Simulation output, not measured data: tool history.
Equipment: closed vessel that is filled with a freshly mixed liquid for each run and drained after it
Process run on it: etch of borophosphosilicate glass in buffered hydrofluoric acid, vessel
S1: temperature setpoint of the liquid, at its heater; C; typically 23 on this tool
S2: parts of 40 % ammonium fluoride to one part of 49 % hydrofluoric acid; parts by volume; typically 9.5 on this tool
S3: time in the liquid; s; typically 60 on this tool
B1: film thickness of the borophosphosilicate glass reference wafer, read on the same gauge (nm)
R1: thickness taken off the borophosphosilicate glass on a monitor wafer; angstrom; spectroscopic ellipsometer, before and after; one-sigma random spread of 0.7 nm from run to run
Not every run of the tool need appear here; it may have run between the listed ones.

run,hour,S1,S2,S3,B1,R1
1,0,23,9.5,60,129.98,2238.7
# hour 10.1: gauge calibrated
2,19.5,23,9.5,60,130,2224.2
3,39.8,23,9.5,60,129.99,2244.1
4,60.7,23,9.5,85,130,3182.5
5,88.1,23,9.5,85,129.99,3179.2
6,105.4,23,9.5,85,130.02,3186.1
7,139.7,23,9.5,60,130.03,2249
8,162.5,23,9.5,70,129.99,2648
# hour 184.5: thermometer replaced
9,187,23,9.5,70,130,2493.7
10,222,23,9.5,70,130,2498.6
11,243.4,23,9.5,60,130.02,2121.2
12,269,23,9.5,60,130.01,2131.2
13,298.9,25.5,9.5,60,130.02,2449.3
# hour 315.9: gauge calibrated
14,330.3,23,9.5,60,129.99,2149.4
15,343.1,23,9.5,60,129.96,2155.1
# hour 347.3: hydrofluoric acid flow meter replaced
16,368.6,27.5,9.5,60,129.99,2741.4
17,382.5,21.5,11,70,129.98,2036
18,408.4,23,9.5,60,130,2155
19,431.4,20,6.5,90,129.97,4016.4
20,448.1,18,10.5,70,129.99,1763
21,461,18,7.5,30,130.02,1039.4
22,482.6,25,11,80,130.01,2838.7
23,513.1,20,9.5,70,130.01,2140.3
24,544.5,23,9.5,60,130.04,2181.2
25,567.6,23,9.5,60,129.98,2176.3

What if the next run were any one of these 3? Each begins from the tool's condition after run 25:
A,568.3,23,9.5,30,?,?
B,568.3,25,6.5,70,?,?
C,568.3,20,12,30,?,?

run,B1,R1
A,130.01,1089.1
B,130.01,4115.4
C,130.01,748.1
The same runs, with their run-to-run variation unchanged, on a tool lacking any hidden condition would have given:
run,R1
A,1053.2
B,3981.8
C,722.9
